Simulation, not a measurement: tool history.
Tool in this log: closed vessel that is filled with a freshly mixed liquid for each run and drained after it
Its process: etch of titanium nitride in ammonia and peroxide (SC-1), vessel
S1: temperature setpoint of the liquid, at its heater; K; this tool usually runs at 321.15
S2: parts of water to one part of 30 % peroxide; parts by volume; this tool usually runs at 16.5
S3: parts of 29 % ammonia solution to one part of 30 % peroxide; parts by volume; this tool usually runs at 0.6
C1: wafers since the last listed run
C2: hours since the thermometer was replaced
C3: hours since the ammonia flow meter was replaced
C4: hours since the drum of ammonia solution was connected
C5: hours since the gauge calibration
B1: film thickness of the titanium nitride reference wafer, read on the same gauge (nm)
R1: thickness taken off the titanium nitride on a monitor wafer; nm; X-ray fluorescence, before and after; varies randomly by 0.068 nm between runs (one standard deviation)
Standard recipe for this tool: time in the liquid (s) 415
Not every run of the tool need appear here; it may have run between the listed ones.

run 1 hour=0 | S1=321.15 S2=16.5 S3=0.6 time_in_the_liquid_(s)=415 | C1=0 C2=1697.9 C3=239 C4=544.6 C5=1951 | B1=90.01 | R1=10.21
run 2 hour=107.3 | S1=321.15 S2=16.5 S3=0.6 time_in_the_liquid_(s)=415 | C1=10916 C2=1805.2 C3=346.3 C4=651.9 C5=2058.3 | B1=90 | R1=10.23
run 3 hour=202.3 | S1=321.15 S2=16.5 S3=0.6 time_in_the_liquid_(s)=415 | C1=9665 C2=1900.2 C3=441.3 C4=746.9 C5=2153.3 | B1=89.99 | R1=10.15
run 4 hour=279.4 | S1=321.15 S2=16.5 S3=0.6 time_in_the_liquid_(s)=415 | C1=7844 C2=1977.3 C3=518.4 C4=824 C5=2230.4 | B1=89.99 | R1=10.12
-- hour=299.5 gauge calibrated
run 5 hour=361.6 | S1=312.15 S2=16.5 S3=0.6 time_in_the_liquid_(s)=255 | C1=8363 C2=2059.5 C3=600.6 C4=906.2 C5=62.1 | B1=90 | R1=3.21
-- hour=506 ammonia flow meter replaced
-- hour=516.7 new drum of ammonia solution connected
-- hour=575.2 thermometer replaced
run 6 hour=633.1 | S1=330.65 S2=16.5 S3=0.5 time_in_the_liquid_(s)=655 | C1=27317 C2=57.9 C3=127.1 C4=116.4 C5=333.6 | B1=90.02 | R1=29.98
run 7 hour=709.8 | S1=321.15 S2=16.5 S3=0.6 time_in_the_liquid_(s)=415 | C1=7803 C2=134.6 C3=203.8 C4=193.1 C5=410.3 | B1=90.01 | R1=10.21
run 8 hour=797.7 | S1=318.15 S2=16.5 S3=0.85 time_in_the_liquid_(s)=415 | C1=8942 C2=222.5 C3=291.7 C4=281 C5=498.2 | B1=90.02 | R1=8.77
run 9 hour=888.7 | S1=321.15 S2=16.5 S3=0.6 time_in_the_liquid_(s)=415 | C1=9258 C2=313.5 C3=382.7 C4=372 C5=589.2 | B1=90.01 | R1=10.23
run 10 hour=952.4 | S1=321.15 S2=16.5 S3=0.85 time_in_the_liquid_(s)=415 | C1=6480 C2=377.2 C3=446.4 C4=435.7 C5=652.9 | B1=90.03 | R1=10.75
run 11 hour=1045.8 | S1=325.65 S2=16.5 S3=0.6 time_in_the_liquid_(s)=415 | C1=9502 C2=470.6 C3=539.8 C4=529.1 C5=746.3 | B1=90 | R1=13.82
run 12 hour=1085 | S1=321.15 S2=10.5 S3=0.4 time_in_the_liquid_(s)=180 | C1=3988 C2=509.8 C3=579 C4=568.3 C5=785.5 | B1=89.98 | R1=5.19
-- hour=1173.8 ammonia flow meter replaced
run 13 hour=1192.5 | S1=315.15 S2=16.5 S3=0.75 time_in_the_liquid_(s)=415 | C1=10835 C2=617.3 C3=18.7 C4=675.8 C5=893 | B1=89.99 | R1=7.04
run 14 hour=1322.1 | S1=321.15 S2=21.5 S3=0.6 time_in_the_liquid_(s)=175 | C1=13185 C2=746.9 C3=148.3 C4=805.4 C5=1022.6 | B1=89.99 | R1=3.7
run 15 hour=1410.9 | S1=321.15 S2=16.5 S3=0.6 time_in_the_liquid_(s)=415 | C1=9034 C2=835.7 C3=237.1 C4=894.2 C5=1111.4 | B1=90 | R1=10.3
run 16 hour=1456 | S1=321.15 S2=16.5 S3=0.6 time_in_the_liquid_(s)=415 | C1=4588 C2=880.8 C3=282.2 C4=939.3 C5=1156.5 | B1=90.03 | R1=10.22
run 17 hour=1494.1 | S1=324.15 S2=16.5 S3=0.5 time_in_the_liquid_(s)=535 | C1=3876 C2=918.9 C3=320.3 C4=977.4 C5=1194.6 | B1=89.97 | R1=15.7
run 18 hour=1550.3 | S1=329.65 S2=9 S3=0.8 time_in_the_liquid_(s)=415 | C1=5717 C2=975.1 C3=376.5 C4=1033.6 C5=1250.8 | B1=90.01 | R1=26.28
run 19 hour=1626.9 | S1=321.15 S2=16.5 S3=0.6 time_in_the_liquid_(s)=640 | C1=7793 C2=1051.7 C3=453.1 C4=1110.2 C5=1327.4 | B1=89.98 | R1=15.55
-- hour=1704.2 new drum of ammonia solution connected
run 20 hour=1724 | S1=321.15 S2=16.5 S3=0.6 time_in_the_liquid_(s)=415 | C1=9777 C2=1148.8 C3=550.2 C4=19.8 C5=1424.5 | B1=90 | R1=10.17
run 21 hour=1800.4 | S1=321.15 S2=16.5 S3=0.6 time_in_the_liquid_(s)=285 | C1=7772 C2=1225.2 C3=626.6 C4=96.2 C5=1500.9 | B1=90 | R1=7.02
run 22 hour=1880.7 | S1=321.15 S2=16.5 S3=0.6 time_in_the_liquid_(s)=415 | C1=8169 C2=1305.5 C3=706.9 C4=176.5 C5=1581.2 | B1=89.98 | R1=10.05
-- hour=1918.1 ammonia flow meter replaced
run 23 hour=1955.8 | S1=316.65 S2=9 S3=0.7 time_in_the_liquid_(s)=415 | C1=7538 C2=1380.6 C3=37.7 C4=251.6 C5=1656.3 | B1=90.01 | R1=10.45
run 24 hour=2040.5 | S1=321.15 S2=16.5 S3=0.6 time_in_the_liquid_(s)=415 | C1=8617 C2=1465.3 C3=122.4 C4=336.3 C5=1741 | B1=90 | R1=10.22
run 25 hour=2118.8 | S1=324.15 S2=16.5 S3=0.8 time_in_the_liquid_(s)=415 | C1=7966 C2=1543.6 C3=200.7 C4=414.6 C5=1819.3 | B1=90.01 | R1=13.35
run 26 hour=2194.6 | S1=328.15 S2=16.5 S3=0.6 time_in_the_liquid_(s)=415 | C1=7711 C2=1619.4 C3=276.5 C4=490.4 C5=1895.1 | B1=89.97 | R1=16.64

Here are 5 independent what-if runs from the current tool condition. What would each one return?
run A hour=2195.4 | S1=321.15 S2=16.5 S3=0.6 time_in_the_liquid_(s)=615 | C1=81 C2=1620.2 C3=277.3 C4=491.2 C5=1895.9 | B1=? | R1=?
run B hour=2195.4 | S1=321.15 S2=16.5 S3=0.6 time_in_the_liquid_(s)=350 | C1=81 C2=1620.2 C3=277.3 C4=491.2 C5=1895.9 | B1=? | R1=?
run C hour=2195.4 | S1=315.65 S2=14 S3=0.6 time_in_the_liquid_(s)=530 | C1=81 C2=1620.2 C3=277.3 C4=491.2 C5=1895.9 | B1=? | R1=?
run D hour=2195.4 | S1=321.15 S2=14 S3=0.5 time_in_the_liquid_(s)=255 | C1=81 C2=1620.2 C3=277.3 C4=491.2 C5=1895.9 | B1=? | R1=?
run E hour=2195.4 | S1=321.15 S2=23.5 S3=0.6 time_in_the_liquid_(s)=415 | C1=81 C2=1620.2 C3=277.3 C4=491.2 C5=1895.9 | B1=? | R1=?

run=A B1=89.99 R1=15.1
run=B B1=89.99 R1=8.6
run=C B1=89.99 R1=9.59
run=D B1=89.99 R1=6.63
run=E B1=89.99 R1=8.37
Without the tool's unlogged condition, the same runs would have read:
run=A R1=15.25
run=B R1=8.68
run=C R1=9.68
run=D R1=6.69
run=E R1=8.46
